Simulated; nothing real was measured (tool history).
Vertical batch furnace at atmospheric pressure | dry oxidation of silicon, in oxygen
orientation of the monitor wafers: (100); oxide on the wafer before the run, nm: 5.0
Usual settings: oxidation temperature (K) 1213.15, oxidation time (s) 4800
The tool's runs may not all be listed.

run	hour	oxidation temperature (K)	oxidation time (s)	read-back reference wafer on the same gauge, thickness	oxide thickness on the monitor wafer (nm)
1	0.0	1213.15	4800	41.12	37.13
2	44.0	1213.15	4800	41.08	37.69
3	70.9	1223.15	6420	41.12	50.27
4	141.2	1213.15	4800	41.14	37.20
5	172.3	1213.15	4800	41.08	37.50
6	201.3	1213.15	4800	41.09	37.30
7	251.5	1213.15	5880	41.13	42.28
8	293.2	1213.15	5880	41.07	42.93
9	337.8	1225.15	3930	41.12	37.15
10	384.5	1225.15	3930	41.12	36.53
11	412.0	1225.15	3930	41.11	37.01
12	444.1	1213.15	4800	41.08	37.20
13	509.9	1213.15	4800	41.12	37.20
# hour 559.0: gauge calibrated
# hour 595.7: thermocouples replaced and temperature profile calibrated
# hour 678.8: boat lift adjusted
14	679.3	1226.15	4800	41.11	41.63
15	697.3	1213.15	4800	41.08	36.87
16	746.6	1189.15	2760	41.10	21.31
17	813.1	1213.15	4800	41.09	36.55
18	839.7	1228.15	6990	41.08	54.79
19	904.0	1191.15	3780	41.07	25.83
20	943.7	1190.15	6390	41.12	35.07
# hour 982.0: boat lift adjusted, repeated, since the last time left the tool worse
21	991.1	1213.15	6330	41.09	45.93
22	1038.8	1232.15	3120	41.07	35.19

The next listed run, before its measurement:
23	1064.8	1189.15	5790	?	?

read-back reference wafer on the same gauge, thickness: 41.11
oxide thickness on the monitor wafer (nm): 33.96
Without the tool's hidden state the same run would have given oxide thickness on the monitor wafer (nm) 34.06.
